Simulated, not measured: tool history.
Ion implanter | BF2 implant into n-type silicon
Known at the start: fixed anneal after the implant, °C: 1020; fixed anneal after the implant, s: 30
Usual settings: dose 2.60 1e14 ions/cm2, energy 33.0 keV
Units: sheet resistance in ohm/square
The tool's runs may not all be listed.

run,hour,dose,energy,wafers since the last listed run,hours since the last dose calibration,hours since the extraction supply was calibrated,hours since the gauge calibration,"read-back reference wafer on the same gauge, sheet resistance",sheet resistance
1,0.0,2.60,33.0,0,606.5,1781.4,591.6,400.03,392.88
2,88.7,2.60,33.0,1093,695.2,1870.1,680.3,399.90,393.00
3,126.7,2.60,35.5,468,733.2,1908.1,718.3,399.99,389.99
4,185.8,2.60,33.0,728,792.3,1967.2,777.4,400.02,393.14
5,236.8,2.60,33.0,628,843.3,2018.2,828.4,399.89,392.52
6,339.1,2.60,33.0,1260,945.6,2120.5,930.7,400.11,391.84
7,446.0,2.99,33.0,1317,1052.5,2227.4,1037.6,400.05,347.82
8,488.5,2.99,33.0,523,1095.0,2269.9,1080.1,399.95,347.41
9,565.8,2.99,33.0,952,1172.3,2347.2,1157.4,400.09,348.00
10,621.4,2.60,33.0,685,1227.9,2402.8,1213.0,400.04,390.39
11,691.2,2.60,33.0,860,1297.7,2472.6,1282.8,400.03,391.37
12,766.3,2.60,33.0,925,1372.8,2547.7,1357.9,399.97,390.42
13,943.0,2.60,33.0,2177,1549.5,2724.4,1534.6,399.84,390.15
14,1027.9,2.60,33.0,1046,1634.4,2809.3,1619.5,399.96,389.99
15,1105.7,1.99,43.5,958,1712.2,2887.1,1697.3,400.03,472.11
16,1178.1,3.33,26.0,892,1784.6,2959.5,1769.7,399.96,322.44
17,1266.0,2.60,21.5,1083,1872.5,3047.4,1857.6,400.08,406.22
# hour 1279.5: Faraday cup replaced and dose calibrated
18,1368.2,3.20,41.0,1160,88.7,3149.6,1959.8,400.07,324.48
19,1416.2,2.82,24.5,591,136.7,3197.6,2007.8,400.03,378.34
20,1509.2,2.60,33.0,1146,229.7,3290.6,2100.8,400.10,394.13
# hour 1554.1: gauge calibrated
21,1569.9,2.18,41.0,748,290.4,3351.3,15.8,400.07,446.71
22,1619.0,2.37,25.0,605,339.5,3400.4,64.9,399.94,436.19
23,1696.9,2.60,33.0,960,417.4,3478.3,142.8,399.98,393.48
24,1733.8,2.34,36.0,454,454.3,3515.2,179.7,400.02,425.95
25,1810.1,2.60,33.0,940,530.6,3591.5,256.0,400.20,393.21
26,1891.8,3.37,26.0,1006,612.3,3673.2,337.7,400.10,322.57
27,1937.3,2.60,33.0,560,657.8,3718.7,383.2,399.87,391.80
# hour 1954.4: extraction supply calibrated
28,2014.2,2.60,33.0,849,734.7,59.8,460.1,399.99,392.75
29,2106.7,2.60,33.0,1140,827.2,152.3,552.6,399.98,392.35
30,2208.7,2.60,37.0,1257,929.2,254.3,654.6,400.04,387.83
31,2266.5,2.60,33.0,712,987.0,312.1,712.4,399.98,393.36
32,2372.4,1.96,33.0,1305,1092.9,418.0,818.3,400.02,494.44
33,2452.5,3.33,41.5,987,1173.0,498.1,898.4,400.09,311.33
34,2554.3,2.60,33.0,1254,1274.8,599.9,1000.2,400.18,391.09
35,2631.5,2.60,27.5,951,1352.0,677.1,1077.4,400.08,398.76
36,2714.1,2.02,43.5,1018,1434.6,759.7,1160.0,400.02,467.09

Forecast each of these 5 alternatives for the next run:
A,2714.5,2.60,33.0,4,1435.0,760.1,1160.4,?,?
B,2714.5,3.31,38.5,4,1435.0,760.1,1160.4,?,?
C,2714.5,3.00,40.5,4,1435.0,760.1,1160.4,?,?
D,2714.5,2.60,28.0,4,1435.0,760.1,1160.4,?,?
E,2714.5,3.07,33.0,4,1435.0,760.1,1160.4,?,?

run,"read-back reference wafer on the same gauge, sheet resistance",sheet resistance
A,400.03,391.40
B,400.03,314.38
C,400.03,340.05
D,400.03,397.32
E,400.03,340.00
Without the tool's hidden state the same runs would have given:
run,sheet resistance
A,394.20
B,316.66
C,342.49
D,400.18
E,342.47
